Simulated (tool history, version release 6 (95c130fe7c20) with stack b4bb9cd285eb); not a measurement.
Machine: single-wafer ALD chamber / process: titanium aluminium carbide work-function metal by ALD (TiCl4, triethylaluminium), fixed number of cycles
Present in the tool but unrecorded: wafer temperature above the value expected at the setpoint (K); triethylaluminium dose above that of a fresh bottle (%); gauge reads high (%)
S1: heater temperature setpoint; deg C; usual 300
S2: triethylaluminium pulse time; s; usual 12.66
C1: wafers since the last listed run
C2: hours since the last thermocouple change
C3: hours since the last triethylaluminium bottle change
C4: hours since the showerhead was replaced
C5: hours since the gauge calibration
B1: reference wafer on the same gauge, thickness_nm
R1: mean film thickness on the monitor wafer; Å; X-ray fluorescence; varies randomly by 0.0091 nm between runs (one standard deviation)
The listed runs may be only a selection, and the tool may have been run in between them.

run,day,S1,S2,C1,C2,C3,C4,C5,B1,R1
1,0,300,12.66,0,1438.8,1215.2,4064.4,310.2,2.022,20.69
2,0.796,300,12.66,235,1457.9,1234.3,4083.5,329.3,2.019,20.6
3,1.758,300,12.66,284,1481,1257.4,4106.6,352.4,2.017,20.61
4,3.142,300,12.66,408,1514.2,1290.6,4139.8,385.6,2.022,20.53
# day 3.854: gauge calibrated
5,4.604,300,12.66,432,1549.3,1325.7,4174.9,18,2.018,20.54
6,5.908,300,12.66,385,1580.6,1357,4206.2,49.3,2.02,20.51
7,6.958,300,12.66,310,1605.8,1382.2,4231.4,74.5,2.021,20.4
8,8.296,288,12.66,395,1637.9,1414.3,4263.5,106.6,2.021,19.47
# day 9.188: triethylaluminium bottle replaced
# day 9.312: showerhead replaced
9,9.712,300,12.66,283,1671.9,12.6,9.6,140.6,2.02,21.6
10,10.588,300,12.66,258,1692.9,33.6,30.6,161.6,2.018,21.58
11,11.6,300,9.68,299,1717.2,57.9,54.9,185.9,2.02,20.47
# day 12.25: thermocouple changed; heater temperature recalibrated
12,12.271,300,9.68,99,0.5,74,71,202,2.021,20.37
13,12.754,300,9.68,142,12.1,85.6,82.6,213.6,2.023,20.28
14,13.808,300,12.66,311,37.4,110.9,107.9,238.9,2.022,21.56
15,15.258,300,12.66,428,72.2,145.7,142.7,273.7,2.019,21.56
16,16.304,314,8.28,309,97.3,170.8,167.8,298.8,2.019,19.48
17,17.004,313,10.53,206,114.1,187.6,184.6,315.6,2.02,21.84
18,18.1,294,12.66,323,140.4,213.9,210.9,341.9,2.022,21.08
19,18.917,291,13.97,241,160,233.5,230.5,361.5,2.019,21.07
20,19.888,287,15.75,286,183.3,256.8,253.8,384.8,2.017,20.92
# day 20.254: gauge calibrated
21,20.892,300,12.66,296,207.4,280.9,277.9,15.3,2.023,21.58
22,21.579,289,17.15,203,223.9,297.4,294.4,31.8,2.021,20.97
23,22.121,311,15.16,160,236.9,310.4,307.4,44.8,2.021,22.82
24,25.45,300,17.7,983,316.8,390.3,387.3,124.7,2.022,21.7
25,26.496,300,17.09,309,341.9,415.4,412.4,149.8,2.021,21.88
26,27.442,300,12.66,279,364.6,438.1,435.1,172.5,2.023,21.49
27,28.108,300,13.98,197,380.6,454.1,451.1,188.5,2.02,21.76

Hidden condition of the tool, last listed run before each entry between runs versus first listed run after:
From run 4 to run 5: gauge calibrated (day 3.854)
  triethylaluminium dose above that of a fresh bottle (%): -22.8 -> -23.4
  measured result minus the result with no hidden state, R1: -1.09 -> -1.14 Å
From run 8 to run 9: triethylaluminium bottle replaced (day 9.188); showerhead replaced (day 9.312)
  triethylaluminium dose above that of a fresh bottle (%): -24.8 -> -1.16
  measured result minus the result with no hidden state, R1: -1.23 -> -0.02 Å
From run 11 to run 12: thermocouple changed; heater temperature recalibrated (day 12.25)
  triethylaluminium dose above that of a fresh bottle (%): -1.88 -> -2.14
  measured result minus the result with no hidden state, R1: -0.13 -> -0.14 Å
From run 20 to run 21: gauge calibrated (day 20.254)
  triethylaluminium dose above that of a fresh bottle (%): -5.05 -> -5.44
  measured result minus the result with no hidden state, R1: -0.03 -> -0.13 Å
